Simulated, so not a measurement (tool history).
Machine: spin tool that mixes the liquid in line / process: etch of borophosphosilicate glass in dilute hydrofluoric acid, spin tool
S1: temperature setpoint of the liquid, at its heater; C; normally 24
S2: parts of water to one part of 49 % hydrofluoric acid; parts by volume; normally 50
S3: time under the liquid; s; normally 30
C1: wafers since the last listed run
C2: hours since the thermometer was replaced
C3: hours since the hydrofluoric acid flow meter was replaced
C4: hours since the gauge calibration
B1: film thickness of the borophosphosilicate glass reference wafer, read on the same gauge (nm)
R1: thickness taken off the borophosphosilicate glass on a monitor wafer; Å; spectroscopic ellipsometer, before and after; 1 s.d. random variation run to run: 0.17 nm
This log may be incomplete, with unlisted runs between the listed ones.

{"run": 1, "hour": 0.0, "S1": 24, "S2": 30, "S3": 30, "C1": 0, "C2": 805.9, "C3": 6.5, "C4": 482.8, "B1": 29.99, "R1": 340.5}
{"run": 2, "hour": 77.2, "S1": 24, "S2": 50, "S3": 30, "C1": 1134, "C2": 883.1, "C3": 83.7, "C4": 560, "B1": 30, "R1": 199.5}
{"run": 3, "hour": 137.4, "S1": 24, "S2": 50, "S3": 30, "C1": 884, "C2": 943.3, "C3": 143.9, "C4": 620.2, "B1": 29.98, "R1": 204.8}
{"run": 4, "hour": 244.9, "S1": 24, "S2": 40, "S3": 40, "C1": 1580, "C2": 1050.8, "C3": 251.4, "C4": 727.7, "B1": 29.99, "R1": 344.8}
{"run": 5, "hour": 287.6, "S1": 24, "S2": 50, "S3": 30, "C1": 627, "C2": 1093.5, "C3": 294.1, "C4": 770.4, "B1": 30, "R1": 206.2}
{"run": 6, "hour": 329.4, "S1": 24, "S2": 50, "S3": 30, "C1": 614, "C2": 1135.3, "C3": 335.9, "C4": 812.2, "B1": 30, "R1": 203.1}
{"run": 7, "hour": 398.8, "S1": 24, "S2": 50, "S3": 30, "C1": 1020, "C2": 1204.7, "C3": 405.3, "C4": 881.6, "B1": 30.01, "R1": 205.2}
{"run": 8, "hour": 450.2, "S1": 24, "S2": 40, "S3": 30, "C1": 755, "C2": 1256.1, "C3": 456.7, "C4": 933, "B1": 30.02, "R1": 262.3}
{"run": 9, "hour": 546.9, "S1": 24, "S2": 50, "S3": 30, "C1": 1421, "C2": 1352.8, "C3": 553.4, "C4": 1029.7, "B1": 29.99, "R1": 209.3}
{"run": 10, "hour": 640.8, "S1": 24, "S2": 50, "S3": 30, "C1": 1380, "C2": 1446.7, "C3": 647.3, "C4": 1123.6, "B1": 30.02, "R1": 210.6}
{"hour": 685.6, "done": "hydrofluoric acid flow meter replaced"}
{"run": 11, "hour": 748.7, "S1": 24, "S2": 50, "S3": 30, "C1": 1571, "C2": 1554.6, "C3": 63.1, "C4": 1231.5, "B1": 30.02, "R1": 194.9}
{"run": 12, "hour": 838.6, "S1": 24, "S2": 50, "S3": 30, "C1": 1321, "C2": 1644.5, "C3": 153, "C4": 1321.4, "B1": 30.01, "R1": 197.5}
{"run": 13, "hour": 956.8, "S1": 24, "S2": 50, "S3": 30, "C1": 1737, "C2": 1762.7, "C3": 271.2, "C4": 1439.6, "B1": 30.01, "R1": 200.4}
{"run": 14, "hour": 1024.4, "S1": 24, "S2": 50, "S3": 15, "C1": 993, "C2": 1830.3, "C3": 338.8, "C4": 1507.2, "B1": 30.01, "R1": 102}
{"run": 15, "hour": 1077.4, "S1": 25.5, "S2": 60, "S3": 15, "C1": 779, "C2": 1883.3, "C3": 391.8, "C4": 1560.2, "B1": 30, "R1": 87.6}
{"run": 16, "hour": 1130.2, "S1": 20, "S2": 35, "S3": 30, "C1": 776, "C2": 1936.1, "C3": 444.6, "C4": 1613, "B1": 30, "R1": 247.8}
{"run": 17, "hour": 1207.1, "S1": 24, "S2": 50, "S3": 30, "C1": 1130, "C2": 2013, "C3": 521.5, "C4": 1689.9, "B1": 29.99, "R1": 204.4}
{"run": 18, "hour": 1300.1, "S1": 26, "S2": 40, "S3": 40, "C1": 1367, "C2": 2106, "C3": 614.5, "C4": 1782.9, "B1": 30.02, "R1": 376}
{"run": 19, "hour": 1376.0, "S1": 24, "S2": 50, "S3": 30, "C1": 1115, "C2": 2181.9, "C3": 690.4, "C4": 1858.8, "B1": 30.02, "R1": 205.4}
{"hour": 1388.3, "done": "hydrofluoric acid flow meter replaced"}
{"run": 20, "hour": 1442.9, "S1": 25.5, "S2": 35, "S3": 30, "C1": 968, "C2": 2248.8, "C3": 54.6, "C4": 1925.7, "B1": 30, "R1": 292.6}
{"hour": 1460.4, "done": "thermometer replaced"}
{"run": 21, "hour": 1502.7, "S1": 24, "S2": 50, "S3": 25, "C1": 864, "C2": 42.3, "C3": 114.4, "C4": 1985.5, "B1": 29.98, "R1": 178.9}
{"hour": 1526.2, "done": "gauge calibrated"}
{"run": 22, "hour": 1541.2, "S1": 26, "S2": 35, "S3": 15, "C1": 565, "C2": 80.8, "C3": 152.9, "C4": 15, "B1": 30.01, "R1": 171.6}
{"run": 23, "hour": 1614.9, "S1": 26, "S2": 40, "S3": 15, "C1": 1083, "C2": 154.5, "C3": 226.6, "C4": 88.7, "B1": 29.99, "R1": 147.2}
{"run": 24, "hour": 1912.3, "S1": 19, "S2": 60, "S3": 45, "C1": 4371, "C2": 451.9, "C3": 524, "C4": 386.1, "B1": 30, "R1": 221.3}
{"run": 25, "hour": 1980.8, "S1": 24, "S2": 50, "S3": 30, "C1": 1006, "C2": 520.4, "C3": 592.5, "C4": 454.6, "B1": 30.02, "R1": 225}
{"run": 26, "hour": 2024.3, "S1": 24, "S2": 50, "S3": 45, "C1": 639, "C2": 563.9, "C3": 636, "C4": 498.1, "B1": 29.99, "R1": 336.6}
{"hour": 2032.4, "done": "hydrofluoric acid flow meter replaced"}
{"run": 27, "hour": 2067.3, "S1": 25.5, "S2": 60, "S3": 15, "C1": 617, "C2": 606.9, "C3": 34.9, "C4": 541.1, "B1": 30.01, "R1": 90.4}

What if the next run were any one of these 3? Each begins from the tool's condition after run 27:
{"run": "A", "hour": 2067.7, "S1": 24, "S2": 60, "S3": 30, "C1": 5, "C2": 607.3, "C3": 35.3, "C4": 541.5, "B1": "?", "R1": "?"}
{"run": "B", "hour": 2067.7, "S1": 26, "S2": 75, "S3": 30, "C1": 5, "C2": 607.3, "C3": 35.3, "C4": 541.5, "B1": "?", "R1": "?"}
{"run": "C", "hour": 2067.7, "S1": 21, "S2": 30, "S3": 25, "C1": 5, "C2": 607.3, "C3": 35.3, "C4": 541.5, "B1": "?", "R1": "?"}

run=A B1=30.01 R1=170.6
run=B B1=30.01 R1=145.1
run=C B1=30.01 R1=260.2
Without the tool's unlogged condition, the same runs would have read:
run=A R1=174.1
run=B R1=148
run=C R1=266
